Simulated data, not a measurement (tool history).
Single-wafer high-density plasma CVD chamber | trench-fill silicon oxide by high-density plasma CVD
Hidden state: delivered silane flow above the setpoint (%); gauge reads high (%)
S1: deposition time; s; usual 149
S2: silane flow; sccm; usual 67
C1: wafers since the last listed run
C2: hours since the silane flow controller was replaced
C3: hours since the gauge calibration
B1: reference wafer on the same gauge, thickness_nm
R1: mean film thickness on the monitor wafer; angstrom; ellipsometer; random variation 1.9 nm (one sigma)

run 1 hour=0 | S1=149 S2=67 | C1=0 C2=3679.4 C3=408.1 | B1=815.112 | R1=9162.91
run 2 hour=23.4 | S1=149 S2=67 | C1=252 C2=3702.8 C3=431.5 | B1=814.574 | R1=9176.22
run 3 hour=52.5 | S1=149 S2=67 | C1=313 C2=3731.9 C3=460.6 | B1=814.575 | R1=9169.09
run 4 hour=87.9 | S1=149 S2=67 | C1=381 C2=3767.3 C3=496 | B1=815.299 | R1=9159.59
run 5 hour=110.6 | S1=149 S2=67 | C1=244 C2=3790 C3=518.7 | B1=814.626 | R1=9154.54
run 6 hour=128.7 | S1=135 S2=67 | C1=195 C2=3808.1 C3=536.8 | B1=814.931 | R1=8280.24
run 7 hour=160.9 | S1=135 S2=67 | C1=347 C2=3840.3 C3=569 | B1=814.761 | R1=8290.59
run 8 hour=193 | S1=149 S2=67 | C1=346 C2=3872.4 C3=601.1 | B1=815.15 | R1=9119.98
run 9 hour=217 | S1=159 S2=74 | C1=258 C2=3896.4 C3=625.1 | B1=815.197 | R1=10666.6
run 10 hour=243.8 | S1=155 S2=67 | C1=289 C2=3923.2 C3=651.9 | B1=814.591 | R1=9528.36
run 11 hour=256.1 | S1=155 S2=67 | C1=132 C2=3935.5 C3=664.2 | B1=815.097 | R1=9485.89
-- hour=285.8 gauge calibrated
run 12 hour=289.8 | S1=155 S2=67 | C1=363 C2=3969.2 C3=4 | B1=815.098 | R1=9544.82
run 13 hour=308.5 | S1=149 S2=67 | C1=201 C2=3987.9 C3=22.7 | B1=814.939 | R1=9129.2
-- hour=340.3 silane flow controller replaced
run 14 hour=340.8 | S1=149 S2=67 | C1=262 C2=0.5 C3=55 | B1=815.072 | R1=9605.84
run 15 hour=366.5 | S1=149 S2=67 | C1=277 C2=26.2 C3=80.7 | B1=815.007 | R1=9612.83
run 16 hour=389 | S1=149 S2=67 | C1=242 C2=48.7 C3=103.2 | B1=814.801 | R1=9581.85
run 17 hour=414.1 | S1=149 S2=67 | C1=270 C2=73.8 C3=128.3 | B1=814.825 | R1=9593.4
run 18 hour=430.8 | S1=149 S2=67 | C1=180 C2=90.5 C3=145 | B1=814.983 | R1=9571.54
run 19 hour=450.7 | S1=149 S2=67 | C1=214 C2=110.4 C3=164.9 | B1=815.04 | R1=9549.88
run 20 hour=479.2 | S1=128 S2=63 | C1=307 C2=138.9 C3=193.4 | B1=815.11 | R1=7775.13
run 21 hour=503.8 | S1=157 S2=67 | C1=265 C2=163.5 C3=218 | B1=814.993 | R1=10051.73
run 22 hour=520.3 | S1=149 S2=67 | C1=177 C2=180 C3=234.5 | B1=814.868 | R1=9533.99
run 23 hour=543.7 | S1=149 S2=67 | C1=252 C2=203.4 C3=257.9 | B1=815.222 | R1=9532.28
run 24 hour=562.9 | S1=125 S2=63 | C1=207 C2=222.6 C3=277.1 | B1=815.045 | R1=7584.11
run 25 hour=590.4 | S1=135 S2=67 | C1=296 C2=250.1 C3=304.6 | B1=815.46 | R1=8623.9
run 26 hour=604.6 | S1=126 S2=72 | C1=153 C2=264.3 C3=318.8 | B1=815.136 | R1=8593.18
run 27 hour=628.7 | S1=178 S2=75 | C1=259 C2=288.4 C3=342.9 | B1=814.711 | R1=12579.01
run 28 hour=649.9 | S1=168 S2=79 | C1=228 C2=309.6 C3=364.1 | B1=815.032 | R1=12436.78
run 29 hour=682.9 | S1=174 S2=67 | C1=355 C2=342.6 C3=397.1 | B1=815.142 | R1=11087.33
run 30 hour=715.6 | S1=149 S2=67 | C1=352 C2=375.3 C3=429.8 | B1=814.831 | R1=9477.92
run 31 hour=747.1 | S1=128 S2=67 | C1=339 C2=406.8 C3=461.3 | B1=814.742 | R1=8114.06
run 32 hour=774.8 | S1=130 S2=62 | C1=298 C2=434.5 C3=489 | B1=814.568 | R1=7730.93
run 33 hour=792.3 | S1=149 S2=55 | C1=188 C2=452 C3=506.5 | B1=814.721 | R1=7943.44
run 34 hour=813.8 | S1=149 S2=67 | C1=231 C2=473.5 C3=528 | B1=815.355 | R1=9447.95

4 ways to go on from here, each from the tool as it stands after run 34. What would each give?
run A hour=814.2 | S1=149 S2=67 | C1=4 C2=473.9 C3=528.4 | B1=? | R1=?
run B hour=814.2 | S1=131 S2=71 | C1=4 C2=473.9 C3=528.4 | B1=? | R1=?
run C hour=814.2 | S1=137 S2=67 | C1=4 C2=473.9 C3=528.4 | B1=? | R1=?
run D hour=814.2 | S1=149 S2=79 | C1=4 C2=473.9 C3=528.4 | B1=? | R1=?

run=A B1=815.092 R1=9468.46
run=B B1=815.092 R1=8765.66
run=C B1=815.092 R1=8705.9
run=D B1=815.092 R1=10973.4
Without the tool's hidden state the same runs would have given:
run=A R1=9629.95
run=B R1=8915.16
run=C R1=8854.38
run=D R1=11160.55
